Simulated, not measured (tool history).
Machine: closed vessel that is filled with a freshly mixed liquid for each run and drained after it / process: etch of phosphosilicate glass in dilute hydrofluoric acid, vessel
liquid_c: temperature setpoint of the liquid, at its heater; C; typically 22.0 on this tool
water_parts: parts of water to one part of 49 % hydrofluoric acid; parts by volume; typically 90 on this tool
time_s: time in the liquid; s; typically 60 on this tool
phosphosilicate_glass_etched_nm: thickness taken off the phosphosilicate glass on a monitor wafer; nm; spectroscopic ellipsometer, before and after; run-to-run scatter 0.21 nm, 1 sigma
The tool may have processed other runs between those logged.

| run | hour | liquid_c | water_parts | time_s | read-back film thickness of the phosphosilicate glass reference wafer, read on the same gauge (nm) | phosphosilicate_glass_etched_nm |
|---|---|---|---|---|---|---|
| 1 | 0.0 | 22.0 | 55 | 50 | 90.03 | 83.33 |
| 2 | 14.7 | 22.0 | 55 | 50 | 90.01 | 83.62 |
| 3 | 26.1 | 22.0 | 55 | 50 | 90.00 | 83.66 |
| 4 | 39.9 | 22.0 | 90 | 60 | 90.04 | 58.62 |
| 5 | 53.5 | 22.0 | 90 | 60 | 90.01 | 58.53 |
|  | 56.5 | hydrofluoric acid flow meter replaced |
| 6 | 63.8 | 22.0 | 90 | 60 | 89.99 | 58.78 |
| 7 | 79.5 | 18.5 | 90 | 80 | 90.00 | 67.08 |
|  | 86.2 | gauge calibrated |
| 8 | 88.4 | 18.5 | 90 | 80 | 90.03 | 67.03 |
| 9 | 102.3 | 22.0 | 90 | 50 | 89.98 | 48.39 |
| 10 | 119.1 | 19.5 | 90 | 60 | 90.00 | 52.21 |
|  | 125.5 | thermometer replaced |
| 11 | 131.5 | 22.0 | 90 | 60 | 89.98 | 65.10 |
| 12 | 143.5 | 17.5 | 115 | 85 | 90.00 | 57.92 |
| 13 | 153.1 | 27.0 | 90 | 60 | 90.03 | 78.41 |
| 14 | 163.6 | 22.0 | 105 | 60 | 89.97 | 54.42 |
| 15 | 173.5 | 22.0 | 90 | 60 | 90.01 | 64.72 |
| 16 | 181.7 | 22.0 | 90 | 60 | 90.00 | 64.67 |

Forecast each of these 4 alternatives for the next run:
| A | 182.4 | 18.0 | 90 | 60 | ? | ? |
| B | 182.4 | 22.0 | 90 | 85 | ? | ? |
| C | 182.4 | 22.0 | 125 | 30 | ? | ? |
| D | 182.4 | 24.0 | 90 | 60 | ? | ? |

| run | read-back film thickness of the phosphosilicate glass reference wafer, read on the same gauge (nm) | phosphosilicate_glass_etched_nm |
|---|---|---|
| A | 89.98 | 54.70 |
| B | 89.98 | 91.48 |
| C | 89.98 | 22.33 |
| D | 89.98 | 70.02 |
With the hidden condition removed and each run's random variation left untouched, the same runs would have given:
| run | phosphosilicate_glass_etched_nm |
|---|---|
| A | 55.81 |
| B | 93.29 |
| C | 22.76 |
| D | 71.37 |

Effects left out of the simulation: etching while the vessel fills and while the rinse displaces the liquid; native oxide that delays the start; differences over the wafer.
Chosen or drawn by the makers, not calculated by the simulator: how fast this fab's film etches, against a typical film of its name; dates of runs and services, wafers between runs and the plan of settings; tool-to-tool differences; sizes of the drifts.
